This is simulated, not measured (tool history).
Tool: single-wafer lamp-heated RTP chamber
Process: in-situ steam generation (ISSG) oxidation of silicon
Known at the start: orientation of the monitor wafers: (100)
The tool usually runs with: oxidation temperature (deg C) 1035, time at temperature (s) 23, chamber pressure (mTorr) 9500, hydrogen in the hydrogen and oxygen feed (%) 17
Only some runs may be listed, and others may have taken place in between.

run	hour	oxidation temperature (deg C)	time at temperature (s)	chamber pressure (mTorr)	hydrogen in the hydrogen and oxygen feed (%)	wafers since the last listed run	wafers since the last pyrometer calibration	hours since the pressure gauge was zeroed	hours since the hydrogen flow controller was replaced	hours since the gauge calibration	read-back reference wafer on the same gauge, thickness	oxide thickness on the monitor wafer (Å)
1	0.0	1035	23	9500	17	0	3560	2503.4	2742.1	501.0	6.544	66.01
2	21.5	1035	23	9500	17	131	3691	2524.9	2763.6	522.5	6.541	65.91
3	39.5	1035	23	9500	17	110	3801	2542.9	2781.6	540.5	6.540	65.62
4	62.4	1035	23	9500	17	140	3941	2565.8	2804.5	563.4	6.541	65.39
5	97.5	1035	23	9500	17	214	4156	2600.9	2839.6	598.5	6.542	65.88
6	122.2	1035	21	9500	17	151	4307	2625.6	2864.3	623.2	6.541	62.76
7	151.0	1035	30	10200	17	176	4483	2654.4	2893.1	652.0	6.540	74.92
8	178.4	1035	23	9500	17	167	4650	2681.8	2920.5	679.4	6.536	65.93
9	208.5	1035	23	9500	17	184	4834	2711.9	2950.6	709.5	6.539	65.90
# hour 220.4: gauge calibrated
10	224.3	1035	25	9500	17	96	4931	2727.7	2966.4	3.9	6.547	68.77
11	294.1	1019	29	9500	17	426	5358	2797.5	3036.2	73.7	6.544	68.27
12	316.7	1020	23	9500	24	138	5496	2820.1	3058.8	96.3	6.538	65.65
13	336.8	1035	21	9500	17	122	5619	2840.2	3078.9	116.4	6.544	62.73
14	357.8	1017	30	9500	17	128	5747	2861.2	3099.9	137.4	6.545	68.96
15	376.7	1035	23	9100	17	115	5863	2880.1	3118.8	156.3	6.536	66.18
# hour 402.6: pressure gauge zeroed
# hour 438.1: pyrometer window cleaned and pyrometer calibrated
16	438.6	1035	23	9500	17	280	2	36.0	3180.7	218.2	6.537	64.68
17	455.1	1035	26	10200	22	100	103	52.5	3197.2	234.7	6.540	71.62

Estimate the outcome of run 18 from the log above:
18	470.6	1028	28	8500	11	94	198	68.0	3212.7	250.2	?	?

Run 18 came out at read-back reference wafer on the same gauge, thickness 6.540, oxide thickness on the monitor wafer (Å) 64.05.
The same run, on a tool lacking any hidden state, would have yielded oxide thickness on the monitor wafer (Å) 63.89.
